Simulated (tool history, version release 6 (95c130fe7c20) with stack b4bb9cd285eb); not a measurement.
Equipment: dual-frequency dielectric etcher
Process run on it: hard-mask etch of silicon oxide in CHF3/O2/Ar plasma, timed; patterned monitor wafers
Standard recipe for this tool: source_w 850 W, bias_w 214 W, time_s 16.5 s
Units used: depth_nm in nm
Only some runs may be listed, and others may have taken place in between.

| run | hour | source_w | bias_w | time_s | read-back reference wafer on the same gauge, depth_nm | depth_nm |
|---|---|---|---|---|---|---|
| 1 | 0 | 850 | 214 | 16.5 | 36.6 | 41.51 |
| 2 | 56.5 | 850 | 214 | 16.5 | 36.66 | 41.78 |
| 3 | 107.1 | 850 | 232 | 16.5 | 36.64 | 42.54 |
| 4 | 176 | 850 | 214 | 16.5 | 36.54 | 42.01 |
|  | 226.1 | wet clean of the chamber |
| 5 | 250.5 | 850 | 214 | 16.5 | 36.61 | 40.97 |
| 6 | 531.5 | 850 | 214 | 16.5 | 36.64 | 41.55 |
| 7 | 572.9 | 850 | 214 | 16.5 | 36.68 | 41.58 |
| 8 | 663.6 | 850 | 214 | 16.5 | 36.6 | 42.01 |
| 9 | 719.1 | 850 | 255 | 16.5 | 36.59 | 44.16 |
|  | 749.2 | wet clean of the chamber |
|  | 757.6 | source power generator calibrated |
| 10 | 774.6 | 850 | 255 | 16.5 | 36.66 | 43.25 |
|  | 821.2 | gauge calibrated |
| 11 | 880.3 | 850 | 255 | 16.5 | 36.6 | 43.77 |
|  | 932.2 | upper electrode replaced, of another model than before |
| 12 | 973.5 | 980 | 214 | 16.5 | 36.51 | 42.75 |
| 13 | 1029.4 | 980 | 214 | 16.5 | 36.55 | 42.68 |
| 14 | 1074.9 | 980 | 214 | 16.5 | 36.52 | 43.06 |
| 15 | 1168.9 | 850 | 214 | 16.5 | 36.54 | 42.08 |
| 16 | 1265.5 | 990 | 214 | 16.5 | 36.58 | 43.28 |
|  | 1307.9 | wet clean of the chamber |
| 17 | 1358.3 | 850 | 239 | 16.5 | 36.5 | 41.67 |
| 18 | 1412.6 | 670 | 214 | 16.5 | 36.58 | 39.79 |
| 19 | 1502.1 | 850 | 194 | 12 | 36.59 | 29.34 |
|  | 1514 | bias power generator calibrated |
| 20 | 1547.9 | 850 | 214 | 16.5 | 36.58 | 41.48 |
| 21 | 1611.7 | 750 | 250 | 13 | 36.57 | 33.11 |

Predict the results of run 22:
| 22 | 1660.3 | 850 | 214 | 16.5 | ? | ? |

read-back reference wafer on the same gauge, depth_nm: 36.7
depth_nm: 42.03 nm
With the hidden condition absent and the run-to-run variation left alone, this run would have shown depth_nm 41.25 nm.

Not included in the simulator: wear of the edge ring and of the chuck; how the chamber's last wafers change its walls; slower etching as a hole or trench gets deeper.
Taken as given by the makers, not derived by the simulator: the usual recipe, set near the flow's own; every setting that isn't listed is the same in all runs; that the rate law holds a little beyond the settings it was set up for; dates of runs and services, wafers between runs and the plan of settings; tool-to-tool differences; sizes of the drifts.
